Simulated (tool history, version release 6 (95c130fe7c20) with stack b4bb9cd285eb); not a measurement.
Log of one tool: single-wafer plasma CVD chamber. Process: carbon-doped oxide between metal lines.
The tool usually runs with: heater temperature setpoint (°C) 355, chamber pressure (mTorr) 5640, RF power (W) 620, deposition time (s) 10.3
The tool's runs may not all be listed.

run,hour,heater temperature setpoint (°C),chamber pressure (mTorr),RF power (W),deposition time (s),wafers since the last listed run,hours since the last thermocouple change,hours since the last RF generator calibration,hours since the last manometer calibration,hours since the showerhead was replaced,hours since the gauge calibration,"read-back reference wafer on the same gauge, thickness_nm",mean film thickness on the monitor wafer (nm)
1,0,355,5640,620,10.3,0,2232.7,2448,1381.2,2794.7,72.6,73.476,61.68
2,8.9,355,5640,620,10.3,274,2241.6,2456.9,1390.1,2803.6,81.5,73.48,61.615
3,19.7,355,5640,620,10.3,333,2252.4,2467.7,1400.9,2814.4,92.3,73.517,61.025
4,55,355,5640,620,10.3,1089,2287.7,2503,1436.2,2849.7,127.6,73.505,61.678
5,70.6,355,5640,620,10.3,481,2303.3,2518.6,1451.8,2865.3,143.2,73.476,61.652
6,81.5,355,5640,620,11.8,336,2314.2,2529.5,1462.7,2876.2,154.1,73.534,70.395
7,92.6,355,5640,620,10.3,342,2325.3,2540.6,1473.8,2887.3,165.2,73.587,61.082
8,100,355,5640,620,10.3,228,2332.7,2548,1481.2,2894.7,172.6,73.496,61.319
9,116.3,350,5640,620,9.8,502,2349,2564.3,1497.5,2911,188.9,73.493,59.333
# hour 134.9: capacitance manometer re-zeroed and calibrated
# hour 138.4: thermocouple changed; heater temperature recalibrated
10,138.9,369,5640,665,10.3,344,0.5,2586.9,4,2933.6,211.5,73.534,61.577
# hour 147: showerhead replaced
11,147.5,355,5640,620,10.3,18,9.1,2595.5,12.6,0.5,220.1,73.563,61.282
# hour 155.8: RF generator calibrated
12,156.3,355,5640,620,10.3,24,17.9,0.5,21.4,9.3,228.9,73.475,61.552

Estimate the outcome of run 13 from the log above:
13,180,355,6160,700,9.5,731,41.6,24.2,45.1,33,252.6,?,?

Run 13 gave read-back reference wafer on the same gauge, thickness_nm 73.367, mean film thickness on the monitor wafer (nm) 60.91.
Minus the tool's unlogged condition, the same run would have read mean film thickness on the monitor wafer (nm) 60.91.

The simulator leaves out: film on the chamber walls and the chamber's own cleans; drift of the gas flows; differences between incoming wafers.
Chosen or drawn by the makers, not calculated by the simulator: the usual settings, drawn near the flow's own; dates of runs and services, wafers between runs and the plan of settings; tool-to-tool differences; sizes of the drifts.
